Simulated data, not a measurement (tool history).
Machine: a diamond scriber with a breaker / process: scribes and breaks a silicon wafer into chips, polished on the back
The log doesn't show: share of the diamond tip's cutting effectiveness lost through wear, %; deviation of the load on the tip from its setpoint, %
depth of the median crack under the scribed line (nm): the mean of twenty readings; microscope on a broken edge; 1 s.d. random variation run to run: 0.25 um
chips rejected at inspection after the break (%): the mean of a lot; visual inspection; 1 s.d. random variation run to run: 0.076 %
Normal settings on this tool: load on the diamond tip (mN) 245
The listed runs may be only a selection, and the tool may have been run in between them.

run    hour  load on the diamond tip (mN)  wafers since the last listed run  hours since the diamond tip was replaced  hours since the load on the tip was calibrated  incoming depth of the damage left on the back of the incoming wafer, um  depth of the median crack under the scribed line (nm)  chips rejected at inspection after the break (%)
  1     0.0                           245                                 0                                     439.3                                          1214.1                                                                     0.01                                                  16290                                              1.42
  2    51.4                           245                               107                                     490.7                                          1265.5                                                                     0.04                                                  16730                                              1.50
  3   124.1                           245                               151                                     563.4                                          1338.2                                                                     0.05                                                  16540                                              1.59
  4   225.1                           188                               211                                     664.4                                          1439.2                                                                     0.02                                                  14460                                              7.55
  5   328.4                           188                               215                                     767.7                                          1542.5                                                                     0.02                                                  14430                                              7.36
      389.2  -- diamond tip replaced by a new one
      440.9  -- load on the tip recalibrated
  6   498.4                           245                               347                                     109.2                                            57.5                                                                     0.01                                                  15960                                              1.44
  7   603.4                           245                               219                                     214.2                                           162.5                                                                     0.02                                                  16610                                              1.43
  8   709.5                           245                               221                                     320.3                                           268.6                                                                     0.04                                                  15960                                              1.41
  9   769.1                           245                               124                                     379.9                                           328.2                                                                     0.04                                                  16300                                              1.33
 10   805.3                           245                                75                                     416.1                                           364.4                                                                     0.02                                                  16160                                              1.35
 11   887.8                           288                               172                                     498.6                                           446.9                                                                     0.02                                                  18150                                              5.72
 12   947.8                           245                               125                                     558.6                                           506.9                                                                     0.03                                                  16540                                              1.30
 13  1039.6                           245                               191                                     650.4                                           598.7                                                                     0.03                                                  16670                                              1.33
 14  1079.5                           212                                83                                     690.3                                           638.6                                                                     0.03                                                  15260                                              3.77
 15  1139.0                           212                               124                                     749.8                                           698.1                                                                     0.02                                                  15020                                              3.76
     1197.0  -- diamond tip replaced by a new one
 16  1209.1                           212                               142                                      12.1                                           768.2                                                                     0.02                                                  15160                                              3.59
 17  1290.8                           216                               170                                      93.8                                           849.9                                                                     0.05                                                  15270                                              2.59
 18  1353.4                           179                               130                                     156.4                                           912.5                                                                     0.03                                                  13960                                             12.40
 19  1457.6                           245                               217                                     260.6                                          1016.7                                                                     0.01                                                  16440                                              1.34
 20  1506.0                           245                               101                                     309.0                                          1065.1                                                                     0.03                                                  17100                                              1.69
 21  1563.5                           245                               120                                     366.5                                          1122.6                                                                     0.02                                                  16450                                              1.65
 22  1687.1                           184                               258                                     490.1                                          1246.2                                                                     0.03                                                  14300                                              8.31
 23  1748.7                           245                               128                                     551.7                                          1307.8                                                                     0.04                                                  16570                                              1.80
 24  1813.0                           245                               134                                     616.0                                          1372.1                                                                     0.02                                                  16830                                              1.98
 25  1895.9                           196                               173                                     698.9                                          1455.0                                                                     0.03                                                  15130                                              4.15
 26  1965.8                           295                               146                                     768.8                                          1524.9                                                                     0.04                                                  18670                                             11.71
     1995.5  -- diamond tip replaced by a new one
 27  2013.6                           304                                95                                      18.1                                          1572.7                                                                     0.03                                                  19290                                             13.18
     2054.8  -- load on the tip recalibrated
 28  2305.1                           210                               605                                     309.6                                           250.3                                                                     0.04                                                  14870                                              5.58
 29  2375.1                           224                               146                                     379.6                                           320.3                                                                     0.05                                                  15190                                              2.80
 30  2446.6                           245                               149                                     451.1                                           391.8                                                                     0.02                                                  16220                                              1.29
 31  2484.0                           178                                78                                     488.5                                           429.2                                                                     0.05                                                  13420                                             16.67
 32  2552.3                           294                               142                                     556.8                                           497.5                                                                     0.01                                                  17700                                              6.13
 33  2626.2                           181                               154                                     630.7                                           571.4                                                                     0.04                                                  13250                                             13.43
 34  2710.2                           172                               175                                     714.7                                           655.4                                                                     0.02                                                  13490                                             17.87
     2736.9  -- diamond tip replaced by a new one
 35  2780.1                           269                               141                                      43.2                                           725.3                                                                     0.04                                                  17160                                              2.78
 36  2862.9                           297                               173                                     126.0                                           808.1                                                                     0.05                                                  17960                                              7.02
 37  2957.2                           309                               197                                     220.3                                           902.4                                                                     0.04                                                  18350                                              9.69
 38  3002.1                           245                                93                                     265.2                                           947.3                                                                     0.03                                                  16220                                              1.42
 39  3082.9                           279                               168                                     346.0                                          1028.1                                                                     0.02                                                  18210                                              4.83
 40  3162.7                           194                               166                                     425.8                                          1107.9                                                                     0.05                                                  14440                                              7.54

Hidden condition of the tool, last listed run before each entry between runs versus first listed run after:
Runs 5 to 6: diamond tip replaced by a new one (hour 389.2); load on the tip recalibrated (hour 440.9)
  deviation of the load on the tip from its setpoint, %: 6.39 -> -0.0696
  what was measured, less what the result would be without the hidden state, depth of the median crack under the scribed line (nm): +500 -> -10; chips rejected at inspection after the break (%): -4.12 -> +0.00
Runs 15 to 16: diamond tip replaced by a new one (hour 1197.0)
  deviation of the load on the tip from its setpoint, %: 1.72 -> 2.09
  what was measured, less what the result would be without the hidden state, depth of the median crack under the scribed line (nm): +140 -> +180; chips rejected at inspection after the break (%): -0.67 -> -0.80
Runs 26 to 27: diamond tip replaced by a new one (hour 1995.5)
  deviation of the load on the tip from its setpoint, %: 8.49 -> 9.04
  what was measured, less what the result would be without the hidden state, depth of the median crack under the scribed line (nm): +850 -> +930; chips rejected at inspection after the break (%): +5.18 -> +5.61
Runs 27 to 28: load on the tip recalibrated (hour 2054.8)
  deviation of the load on the tip from its setpoint, %: 9.04 -> -1.56
  what was measured, less what the result would be without the hidden state, depth of the median crack under the scribed line (nm): +930 -> -140; chips rejected at inspection after the break (%): +5.61 -> +0.74
Runs 34 to 35: diamond tip replaced by a new one (hour 2736.9)
  deviation of the load on the tip from its setpoint, %: -0.209 -> 0.147
  what was measured, less what the result would be without the hidden state, depth of the median crack under the scribed line (nm): -20 -> +20; chips rejected at inspection after the break (%): +0.18 -> +0.04
